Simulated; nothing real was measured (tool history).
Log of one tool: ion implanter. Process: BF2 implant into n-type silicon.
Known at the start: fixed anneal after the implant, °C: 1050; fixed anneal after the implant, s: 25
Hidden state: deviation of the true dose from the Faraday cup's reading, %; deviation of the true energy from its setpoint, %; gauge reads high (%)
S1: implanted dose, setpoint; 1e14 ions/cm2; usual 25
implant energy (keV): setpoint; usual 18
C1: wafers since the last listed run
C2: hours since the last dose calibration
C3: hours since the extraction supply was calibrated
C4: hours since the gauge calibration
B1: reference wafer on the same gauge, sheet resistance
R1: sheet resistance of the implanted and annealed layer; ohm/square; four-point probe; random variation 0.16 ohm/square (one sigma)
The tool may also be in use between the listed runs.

{"run": 1, "hour": 0.0, "S1": 25, "implant energy (keV)": 18, "C1": 0, "C2": 696.1, "C3": 3920.7, "C4": 111.2, "B1": 105.05, "R1": 108.16}
{"run": 2, "hour": 11.3, "S1": 25, "implant energy (keV)": 18, "C1": 258, "C2": 707.4, "C3": 3932, "C4": 122.5, "B1": 104.99, "R1": 108.09}
{"run": 3, "hour": 17.9, "S1": 20.42, "implant energy (keV)": 16, "C1": 150, "C2": 714, "C3": 3938.6, "C4": 129.1, "B1": 105, "R1": 116.14}
{"run": 4, "hour": 60.4, "S1": 20.42, "implant energy (keV)": 16, "C1": 971, "C2": 756.5, "C3": 3981.1, "C4": 171.6, "B1": 105.03, "R1": 116.11}
{"run": 5, "hour": 101.6, "S1": 20.42, "implant energy (keV)": 16, "C1": 941, "C2": 797.7, "C3": 4022.3, "C4": 212.8, "B1": 105.02, "R1": 116.15}
{"run": 6, "hour": 110.9, "S1": 25, "implant energy (keV)": 16, "C1": 212, "C2": 807, "C3": 4031.6, "C4": 222.1, "B1": 104.96, "R1": 111.39}
{"run": 7, "hour": 121.4, "S1": 25, "implant energy (keV)": 16, "C1": 240, "C2": 817.5, "C3": 4042.1, "C4": 232.6, "B1": 104.97, "R1": 111.56}
{"run": 8, "hour": 131.6, "S1": 25, "implant energy (keV)": 18, "C1": 233, "C2": 827.7, "C3": 4052.3, "C4": 242.8, "B1": 104.99, "R1": 108.36}
{"run": 9, "hour": 138.3, "S1": 25, "implant energy (keV)": 18, "C1": 153, "C2": 834.4, "C3": 4059, "C4": 249.5, "B1": 105.03, "R1": 107.91}
{"hour": 155.3, "done": "Faraday cup replaced and dose calibrated"}
{"run": 10, "hour": 155.8, "S1": 25, "implant energy (keV)": 18, "C1": 217, "C2": 0.5, "C3": 4076.5, "C4": 267, "B1": 104.99, "R1": 108}
{"run": 11, "hour": 162.3, "S1": 25, "implant energy (keV)": 18, "C1": 148, "C2": 7, "C3": 4083, "C4": 273.5, "B1": 104.96, "R1": 108.07}
{"run": 12, "hour": 170.8, "S1": 25, "implant energy (keV)": 18, "C1": 194, "C2": 15.5, "C3": 4091.5, "C4": 282, "B1": 105.04, "R1": 107.94}
{"run": 13, "hour": 182.8, "S1": 25, "implant energy (keV)": 18, "C1": 274, "C2": 27.5, "C3": 4103.5, "C4": 294, "B1": 105.01, "R1": 108.26}
{"run": 14, "hour": 200.1, "S1": 25, "implant energy (keV)": 18, "C1": 395, "C2": 44.8, "C3": 4120.8, "C4": 311.3, "B1": 105, "R1": 108.35}
{"run": 15, "hour": 211.7, "S1": 25, "implant energy (keV)": 18, "C1": 265, "C2": 56.4, "C3": 4132.4, "C4": 322.9, "B1": 105.01, "R1": 107.89}
{"run": 16, "hour": 223.4, "S1": 25, "implant energy (keV)": 18, "C1": 267, "C2": 68.1, "C3": 4144.1, "C4": 334.6, "B1": 105.07, "R1": 108.12}
{"hour": 244.1, "done": "extraction supply calibrated"}
{"run": 17, "hour": 244.6, "S1": 25, "implant energy (keV)": 20, "C1": 301, "C2": 89.3, "C3": 0.5, "C4": 355.8, "B1": 105.04, "R1": 105.06}
{"run": 18, "hour": 246.6, "S1": 18.34, "implant energy (keV)": 22.5, "C1": 45, "C2": 91.3, "C3": 2.5, "C4": 357.8, "B1": 105.03, "R1": 108.07}
{"run": 19, "hour": 259.5, "S1": 18.75, "implant energy (keV)": 12.5, "C1": 294, "C2": 104.2, "C3": 15.4, "C4": 370.7, "B1": 105.02, "R1": 126.22}
{"run": 20, "hour": 265.7, "S1": 31.49, "implant energy (keV)": 20.5, "C1": 141, "C2": 110.4, "C3": 21.6, "C4": 376.9, "B1": 105.03, "R1": 101.49}
{"run": 21, "hour": 280.0, "S1": 20.42, "implant energy (keV)": 16, "C1": 326, "C2": 124.7, "C3": 35.9, "C4": 391.2, "B1": 105.04, "R1": 115.98}
{"run": 22, "hour": 292.2, "S1": 25, "implant energy (keV)": 18, "C1": 278, "C2": 136.9, "C3": 48.1, "C4": 403.4, "B1": 105.05, "R1": 107.95}
{"run": 23, "hour": 302.4, "S1": 20.88, "implant energy (keV)": 13, "C1": 233, "C2": 147.1, "C3": 58.3, "C4": 413.6, "B1": 104.98, "R1": 121.32}
{"run": 24, "hour": 319.5, "S1": 27.11, "implant energy (keV)": 20, "C1": 390, "C2": 164.2, "C3": 75.4, "C4": 430.7, "B1": 105.02, "R1": 103.93}
{"run": 25, "hour": 328.1, "S1": 25, "implant energy (keV)": 18, "C1": 196, "C2": 172.8, "C3": 84, "C4": 439.3, "B1": 105, "R1": 108.41}
{"run": 26, "hour": 335.6, "S1": 27.76, "implant energy (keV)": 14.5, "C1": 171, "C2": 180.3, "C3": 91.5, "C4": 446.8, "B1": 104.97, "R1": 112.2}
{"run": 27, "hour": 341.7, "S1": 25, "implant energy (keV)": 18, "C1": 139, "C2": 186.4, "C3": 97.6, "C4": 452.9, "B1": 105.02, "R1": 108.09}
{"run": 28, "hour": 351.4, "S1": 29.96, "implant energy (keV)": 23, "C1": 221, "C2": 196.1, "C3": 107.3, "C4": 462.6, "B1": 105.02, "R1": 98.5}
{"hour": 357.5, "done": "gauge calibrated"}
{"run": 29, "hour": 363.8, "S1": 27.93, "implant energy (keV)": 21.5, "C1": 283, "C2": 208.5, "C3": 119.7, "C4": 6.3, "B1": 104.98, "R1": 101.38}
{"run": 30, "hour": 390.3, "S1": 20.42, "implant energy (keV)": 16, "C1": 605, "C2": 235, "C3": 146.2, "C4": 32.8, "B1": 104.98, "R1": 115.77}
{"run": 31, "hour": 404.8, "S1": 32.46, "implant energy (keV)": 23.5, "C1": 331, "C2": 249.5, "C3": 160.7, "C4": 47.3, "B1": 105.02, "R1": 97.01}
{"run": 32, "hour": 447.4, "S1": 25, "implant energy (keV)": 18, "C1": 973, "C2": 292.1, "C3": 203.3, "C4": 89.9, "B1": 104.96, "R1": 107.97}
{"run": 33, "hour": 454.1, "S1": 25, "implant energy (keV)": 13, "C1": 153, "C2": 298.8, "C3": 210, "C4": 96.6, "B1": 105.01, "R1": 116.91}

Hidden state at the last listed run before each entry between runs and at the first one after, where it differs:
Between runs 9 and 10: Faraday cup replaced and dose calibrated (hour 155.3)
  no hidden state differs between the two runs
Between runs 16 and 17: extraction supply calibrated (hour 244.1)
  no hidden state differs between the two runs
Between runs 28 and 29: gauge calibrated (hour 357.5)
  no hidden state differs between the two runs

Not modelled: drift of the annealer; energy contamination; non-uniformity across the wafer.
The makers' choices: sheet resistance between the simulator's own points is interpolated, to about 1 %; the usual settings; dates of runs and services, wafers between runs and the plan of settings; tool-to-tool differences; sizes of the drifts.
